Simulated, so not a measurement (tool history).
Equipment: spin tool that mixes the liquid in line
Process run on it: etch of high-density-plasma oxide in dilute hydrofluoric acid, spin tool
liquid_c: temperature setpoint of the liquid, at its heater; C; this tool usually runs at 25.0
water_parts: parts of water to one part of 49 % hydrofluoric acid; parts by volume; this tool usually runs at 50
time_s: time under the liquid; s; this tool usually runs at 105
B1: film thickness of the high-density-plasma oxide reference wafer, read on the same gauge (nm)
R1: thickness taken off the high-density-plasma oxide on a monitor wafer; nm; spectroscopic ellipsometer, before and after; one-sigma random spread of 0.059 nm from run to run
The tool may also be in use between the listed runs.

{"run": 1, "hour": 0.0, "liquid_c": 25.0, "water_parts": 50, "time_s": 70, "B1": 99.98, "R1": 7.93}
{"run": 2, "hour": 29.1, "liquid_c": 25.0, "water_parts": 50, "time_s": 70, "B1": 100.0, "R1": 7.91}
{"hour": 32.9, "done": "gauge calibrated"}
{"run": 3, "hour": 57.6, "liquid_c": 25.0, "water_parts": 50, "time_s": 70, "B1": 100.0, "R1": 7.94}
{"run": 4, "hour": 119.3, "liquid_c": 25.0, "water_parts": 50, "time_s": 155, "B1": 99.99, "R1": 17.56}
{"run": 5, "hour": 270.3, "liquid_c": 25.0, "water_parts": 50, "time_s": 155, "B1": 100.0, "R1": 17.47}
{"run": 6, "hour": 322.8, "liquid_c": 25.0, "water_parts": 50, "time_s": 155, "B1": 100.01, "R1": 17.5}
{"run": 7, "hour": 368.0, "liquid_c": 28.0, "water_parts": 40, "time_s": 105, "B1": 100.0, "R1": 16.74}
{"run": 8, "hour": 435.0, "liquid_c": 28.0, "water_parts": 40, "time_s": 105, "B1": 99.99, "R1": 16.94}
{"run": 9, "hour": 487.2, "liquid_c": 28.0, "water_parts": 40, "time_s": 105, "B1": 99.99, "R1": 16.79}
{"run": 10, "hour": 522.8, "liquid_c": 29.0, "water_parts": 50, "time_s": 105, "B1": 100.01, "R1": 13.86}
{"run": 11, "hour": 564.0, "liquid_c": 27.0, "water_parts": 45, "time_s": 105, "B1": 100.02, "R1": 14.11}
{"run": 12, "hour": 601.4, "liquid_c": 27.0, "water_parts": 45, "time_s": 105, "B1": 100.0, "R1": 14.29}
{"hour": 628.5, "done": "hydrofluoric acid flow meter replaced"}
{"run": 13, "hour": 636.2, "liquid_c": 27.0, "water_parts": 45, "time_s": 105, "B1": 100.0, "R1": 14.97}
{"run": 14, "hour": 668.6, "liquid_c": 25.0, "water_parts": 50, "time_s": 105, "B1": 100.02, "R1": 12.32}
{"run": 15, "hour": 693.9, "liquid_c": 25.0, "water_parts": 70, "time_s": 105, "B1": 100.01, "R1": 8.59}
{"run": 16, "hour": 719.2, "liquid_c": 25.0, "water_parts": 50, "time_s": 105, "B1": 100.0, "R1": 12.35}
{"hour": 754.8, "done": "thermometer replaced"}
{"run": 17, "hour": 788.1, "liquid_c": 22.0, "water_parts": 50, "time_s": 135, "B1": 100.01, "R1": 13.88}
{"run": 18, "hour": 814.9, "liquid_c": 29.5, "water_parts": 70, "time_s": 150, "B1": 100.0, "R1": 14.62}
{"run": 19, "hour": 847.4, "liquid_c": 25.0, "water_parts": 70, "time_s": 125, "B1": 100.01, "R1": 10.17}
{"hour": 901.5, "done": "gauge calibrated"}
{"run": 20, "hour": 910.8, "liquid_c": 25.0, "water_parts": 50, "time_s": 105, "B1": 99.99, "R1": 12.32}
{"run": 21, "hour": 976.0, "liquid_c": 28.5, "water_parts": 65, "time_s": 55, "B1": 100.01, "R1": 5.5}
{"run": 22, "hour": 1001.4, "liquid_c": 20.5, "water_parts": 35, "time_s": 130, "B1": 100.02, "R1": 18.13}
{"run": 23, "hour": 1061.1, "liquid_c": 20.5, "water_parts": 30, "time_s": 80, "B1": 99.99, "R1": 13.17}
{"run": 24, "hour": 1131.8, "liquid_c": 29.0, "water_parts": 50, "time_s": 105, "B1": 100.0, "R1": 14.14}
{"run": 25, "hour": 1174.8, "liquid_c": 25.0, "water_parts": 50, "time_s": 70, "B1": 100.0, "R1": 8.1}
{"run": 26, "hour": 1243.7, "liquid_c": 27.5, "water_parts": 65, "time_s": 145, "B1": 99.98, "R1": 13.79}
{"run": 27, "hour": 1276.8, "liquid_c": 23.0, "water_parts": 65, "time_s": 105, "B1": 100.0, "R1": 8.4}
{"run": 28, "hour": 1352.0, "liquid_c": 25.0, "water_parts": 50, "time_s": 145, "B1": 100.02, "R1": 16.54}
{"run": 29, "hour": 1379.2, "liquid_c": 23.5, "water_parts": 65, "time_s": 105, "B1": 99.98, "R1": 8.42}

Alternative continuations, all from the tool just after run 29; predict every row:
{"run": "A", "hour": 1379.6, "liquid_c": 25.0, "water_parts": 50, "time_s": 85, "B1": "?", "R1": "?"}
{"run": "B", "hour": 1379.6, "liquid_c": 20.0, "water_parts": 25, "time_s": 150, "B1": "?", "R1": "?"}
{"run": "C", "hour": 1379.6, "liquid_c": 25.0, "water_parts": 35, "time_s": 105, "B1": "?", "R1": "?"}
{"run": "D", "hour": 1379.6, "liquid_c": 26.5, "water_parts": 75, "time_s": 105, "B1": "?", "R1": "?"}

run=A B1=100.01 R1=9.77
run=B B1=100.01 R1=28.87
run=C B1=100.01 R1=17.60
run=D B1=100.01 R1=8.25
With the hidden condition removed and each run's random variation left untouched, the same runs would have given:
run=A R1=10.06
run=B R1=29.73
run=C R1=18.13
run=D R1=8.51
